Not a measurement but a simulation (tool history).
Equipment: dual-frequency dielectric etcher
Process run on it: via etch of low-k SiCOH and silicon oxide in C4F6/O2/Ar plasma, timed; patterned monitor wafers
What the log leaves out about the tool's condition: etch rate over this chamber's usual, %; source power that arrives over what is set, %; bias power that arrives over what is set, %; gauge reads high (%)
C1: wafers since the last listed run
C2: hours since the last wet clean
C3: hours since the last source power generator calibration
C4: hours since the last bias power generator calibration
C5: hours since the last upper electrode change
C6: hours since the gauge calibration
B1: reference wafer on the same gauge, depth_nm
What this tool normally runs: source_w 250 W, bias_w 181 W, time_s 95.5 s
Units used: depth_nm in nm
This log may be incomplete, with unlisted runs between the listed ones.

{"run": 1, "hour": 0.0, "source_w": 250, "bias_w": 181, "time_s": 95.5, "C1": 0, "C2": 130.3, "C3": 3922, "C4": 1078.6, "C5": 3021.2, "C6": 135.2, "B1": 270.9, "depth_nm": 229.4}
{"run": 2, "hour": 16.5, "source_w": 250, "bias_w": 181, "time_s": 95.5, "C1": 147, "C2": 146.8, "C3": 3938.5, "C4": 1095.1, "C5": 3037.7, "C6": 151.7, "B1": 270.8, "depth_nm": 229.1}
{"run": 3, "hour": 32.8, "source_w": 210, "bias_w": 181, "time_s": 95.5, "C1": 145, "C2": 163.1, "C3": 3954.8, "C4": 1111.4, "C5": 3054, "C6": 168, "B1": 270.9, "depth_nm": 216.9}
{"run": 4, "hour": 50.7, "source_w": 210, "bias_w": 181, "time_s": 95.5, "C1": 159, "C2": 181, "C3": 3972.7, "C4": 1129.3, "C5": 3071.9, "C6": 185.9, "B1": 271.1, "depth_nm": 216.8}
{"run": 5, "hour": 81.9, "source_w": 210, "bias_w": 181, "time_s": 95.5, "C1": 278, "C2": 212.2, "C3": 4003.9, "C4": 1160.5, "C5": 3103.1, "C6": 217.1, "B1": 271, "depth_nm": 216.8}
{"run": 6, "hour": 165.1, "source_w": 250, "bias_w": 204, "time_s": 110.5, "C1": 743, "C2": 295.4, "C3": 4087.1, "C4": 1243.7, "C5": 3186.3, "C6": 300.3, "B1": 271, "depth_nm": 276.1}
{"run": 7, "hour": 192.9, "source_w": 250, "bias_w": 204, "time_s": 110.5, "C1": 248, "C2": 323.2, "C3": 4114.9, "C4": 1271.5, "C5": 3214.1, "C6": 328.1, "B1": 271, "depth_nm": 276.5}
{"run": 8, "hour": 210.0, "source_w": 250, "bias_w": 181, "time_s": 81.5, "C1": 152, "C2": 340.3, "C3": 4132, "C4": 1288.6, "C5": 3231.2, "C6": 345.2, "B1": 271, "depth_nm": 194.6}
{"hour": 264.1, "done": "wet clean of the chamber"}
{"run": 9, "hour": 264.6, "source_w": 250, "bias_w": 181, "time_s": 81.5, "C1": 273, "C2": 0.5, "C3": 4186.6, "C4": 1343.2, "C5": 3285.8, "C6": 399.8, "B1": 270.9, "depth_nm": 197.4}
{"hour": 275.6, "done": "source power generator calibrated"}
{"run": 10, "hour": 278.4, "source_w": 250, "bias_w": 181, "time_s": 95.5, "C1": 87, "C2": 14.3, "C3": 2.8, "C4": 1357, "C5": 3299.6, "C6": 413.6, "B1": 271, "depth_nm": 231}
{"hour": 304.4, "done": "upper electrode replaced"}
{"run": 11, "hour": 304.9, "source_w": 250, "bias_w": 153, "time_s": 110.5, "C1": 22, "C2": 40.8, "C3": 29.3, "C4": 1383.5, "C5": 0.5, "C6": 440.1, "B1": 271, "depth_nm": 250.9}
{"run": 12, "hour": 330.3, "source_w": 250, "bias_w": 136, "time_s": 95.5, "C1": 226, "C2": 66.2, "C3": 54.7, "C4": 1408.9, "C5": 25.9, "C6": 465.5, "B1": 270.9, "depth_nm": 206.8}
{"hour": 336.4, "done": "gauge calibrated"}
{"run": 13, "hour": 346.5, "source_w": 250, "bias_w": 181, "time_s": 95.5, "C1": 144, "C2": 82.4, "C3": 70.9, "C4": 1425.1, "C5": 42.1, "C6": 10.1, "B1": 271, "depth_nm": 230.9}
{"run": 14, "hour": 380.7, "source_w": 210, "bias_w": 201, "time_s": 81.5, "C1": 305, "C2": 116.6, "C3": 105.1, "C4": 1459.3, "C5": 76.3, "C6": 44.3, "B1": 270.9, "depth_nm": 194}
{"hour": 407.5, "done": "bias power generator calibrated"}
{"run": 15, "hour": 409.5, "source_w": 210, "bias_w": 181, "time_s": 95.5, "C1": 221, "C2": 145.4, "C3": 133.9, "C4": 2, "C5": 105.1, "C6": 73.1, "B1": 271, "depth_nm": 215.2}
{"run": 16, "hour": 436.8, "source_w": 310, "bias_w": 193, "time_s": 73, "C1": 243, "C2": 172.7, "C3": 161.2, "C4": 29.3, "C5": 132.4, "C6": 100.4, "B1": 271.2, "depth_nm": 190.6}
{"run": 17, "hour": 451.4, "source_w": 200, "bias_w": 181, "time_s": 106, "C1": 130, "C2": 187.3, "C3": 175.8, "C4": 43.9, "C5": 147, "C6": 115, "B1": 271, "depth_nm": 235.4}
{"run": 18, "hour": 482.3, "source_w": 250, "bias_w": 160, "time_s": 95.5, "C1": 275, "C2": 218.2, "C3": 206.7, "C4": 74.8, "C5": 177.9, "C6": 145.9, "B1": 271, "depth_nm": 215.5}
{"run": 19, "hour": 515.5, "source_w": 280, "bias_w": 140, "time_s": 120.5, "C1": 296, "C2": 251.4, "C3": 239.9, "C4": 108, "C5": 211.1, "C6": 179.1, "B1": 271, "depth_nm": 268.8}
{"run": 20, "hour": 534.7, "source_w": 250, "bias_w": 181, "time_s": 95.5, "C1": 171, "C2": 270.6, "C3": 259.1, "C4": 127.2, "C5": 230.3, "C6": 198.3, "B1": 270.9, "depth_nm": 226}
{"run": 21, "hour": 562.3, "source_w": 250, "bias_w": 181, "time_s": 95.5, "C1": 246, "C2": 298.2, "C3": 286.7, "C4": 154.8, "C5": 257.9, "C6": 225.9, "B1": 270.9, "depth_nm": 225.7}

Consider 3 possible next runs. They are alternatives, not a sequence: every one starts from the tool as it was left by run 21. What does each give?
{"run": "A", "hour": 562.7, "source_w": 250, "bias_w": 181, "time_s": 79, "C1": 3, "C2": 298.6, "C3": 287.1, "C4": 155.2, "C5": 258.3, "C6": 226.3, "B1": "?", "depth_nm": "?"}
{"run": "B", "hour": 562.7, "source_w": 220, "bias_w": 181, "time_s": 75, "C1": 3, "C2": 298.6, "C3": 287.1, "C4": 155.2, "C5": 258.3, "C6": 226.3, "B1": "?", "depth_nm": "?"}
{"run": "C", "hour": 562.7, "source_w": 230, "bias_w": 213, "time_s": 78, "C1": 3, "C2": 298.6, "C3": 287.1, "C4": 155.2, "C5": 258.3, "C6": 226.3, "B1": "?", "depth_nm": "?"}

run=A B1=271 depth_nm=187
run=B B1=271 depth_nm=170.6
run=C B1=271 depth_nm=191.6
The same runs, with their run-to-run variation unchanged, on a tool lacking any hidden condition would have given:
run=A depth_nm=190
run=B depth_nm=173.3
run=C depth_nm=194.7

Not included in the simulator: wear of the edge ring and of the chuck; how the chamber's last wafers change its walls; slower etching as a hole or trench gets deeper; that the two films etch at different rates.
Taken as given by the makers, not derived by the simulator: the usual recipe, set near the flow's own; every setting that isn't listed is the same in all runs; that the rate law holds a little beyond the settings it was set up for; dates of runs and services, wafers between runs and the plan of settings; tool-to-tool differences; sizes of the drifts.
